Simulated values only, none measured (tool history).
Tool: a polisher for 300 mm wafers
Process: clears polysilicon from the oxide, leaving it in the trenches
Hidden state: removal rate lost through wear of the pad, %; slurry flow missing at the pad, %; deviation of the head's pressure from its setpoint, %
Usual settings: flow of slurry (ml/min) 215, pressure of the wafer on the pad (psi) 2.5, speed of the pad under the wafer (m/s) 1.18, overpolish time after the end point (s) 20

| run | hour | flow of slurry (ml/min) | pressure of the wafer on the pad (psi) | speed of the pad under the wafer (m/s) | overpolish time after the end point (s) | wafers since the last listed run | wafers polished on this pad | hours since the slurry nozzle was cleaned | hours since the head pressure was calibrated | incoming thickness of the incoming film, nm | time until the end point was called (s) |
|---|---|---|---|---|---|---|---|---|---|---|---|
| 1 | 0 | 215 | 2.5 | 1.18 | 20 | 0 | 1190 | 222.6 | 679.7 | 640.5 | 39.6 |
| 2 | 131.5 | 215 | 2.5 | 1.18 | 20 | 914 | 2104 | 354.1 | 811.2 | 644.3 | 40.5 |
| 3 | 168.9 | 215 | 2.5 | 1.18 | 20 | 260 | 2364 | 391.5 | 848.6 | 650.2 | 41 |
|  | 224.1 | head pressure recalibrated |
| 4 | 224.6 | 215 | 2.5 | 1.18 | 20 | 373 | 2738 | 447.2 | 0.5 | 642.2 | 40.8 |
|  | 273.2 | worn pad replaced by a new one |
| 5 | 311.2 | 215 | 2.5 | 1.28 | 20 | 574 | 264 | 533.8 | 87.1 | 646.6 | 37.8 |
| 6 | 400.3 | 215 | 1.8 | 1.18 | 20 | 619 | 884 | 622.9 | 176.2 | 640.5 | 55.8 |
| 7 | 440.7 | 215 | 2.5 | 1.18 | 20 | 281 | 1165 | 663.3 | 216.6 | 637.1 | 41.4 |
| 8 | 479.4 | 215 | 2.5 | 1.18 | 20 | 269 | 1434 | 702 | 255.3 | 629.5 | 41.3 |
| 9 | 536.4 | 215 | 2.5 | 1.18 | 20 | 396 | 1830 | 759 | 312.3 | 635.6 | 42.2 |
| 10 | 616.5 | 215 | 2.5 | 1.18 | 20 | 557 | 2387 | 839.1 | 392.4 | 643.9 | 42.6 |
|  | 631.8 | slurry nozzle cleaned |
|  | 651.2 | worn pad replaced by a new one |
| 11 | 702.9 | 215 | 2.5 | 1.18 | 20 | 566 | 359 | 71.1 | 478.8 | 631.1 | 38.7 |
| 12 | 748.2 | 215 | 2.5 | 1.18 | 20 | 315 | 674 | 116.4 | 524.1 | 628.8 | 38.5 |
| 13 | 842.5 | 215 | 2.5 | 1.18 | 20 | 655 | 1330 | 210.7 | 618.4 | 645.6 | 39.8 |
| 14 | 881.5 | 215 | 2.5 | 1.18 | 20 | 271 | 1601 | 249.7 | 657.4 | 644.8 | 40.2 |
| 15 | 958.7 | 215 | 2.8 | 1.18 | 23 | 537 | 2138 | 326.9 | 734.6 | 645.4 | 36.1 |
| 16 | 1018.7 | 160 | 1.7 | 1.32 | 23 | 417 | 2556 | 386.9 | 794.6 | 637.5 | 54.4 |
|  | 1054.1 | worn pad replaced by a new one |
| 17 | 1107.7 | 235 | 2.1 | 0.92 | 20 | 591 | 372 | 475.9 | 883.6 | 637.1 | 61.5 |
| 18 | 1183.8 | 215 | 2.5 | 1.18 | 20 | 529 | 902 | 552 | 959.7 | 640.8 | 41.2 |
|  | 1348.2 | head pressure recalibrated |
| 19 | 1349.6 | 265 | 1.7 | 1.18 | 20 | 1139 | 2041 | 717.8 | 1.4 | 646.5 | 58.8 |
| 20 | 1418.8 | 215 | 2.5 | 1.18 | 8 | 481 | 2522 | 787 | 70.6 | 634.2 | 42.5 |
|  | 1488.3 | worn pad replaced by a new one |
| 21 | 1490.5 | 215 | 2.5 | 0.8 | 20 | 470 | 14 | 858.7 | 142.3 | 634.4 | 63.4 |

Forecast run 22:
|  | 1508 | slurry nozzle cleaned |
| 22 | 1561.6 | 215 | 2.5 | 1.18 | 20 | 487 | 502 | 53.6 | 213.4 | 643.7 | ? |

Run 22 gave time until the end point was called (s) 40.
Without the tool's hidden state the same run would have given time until the end point was called (s) 39.6.

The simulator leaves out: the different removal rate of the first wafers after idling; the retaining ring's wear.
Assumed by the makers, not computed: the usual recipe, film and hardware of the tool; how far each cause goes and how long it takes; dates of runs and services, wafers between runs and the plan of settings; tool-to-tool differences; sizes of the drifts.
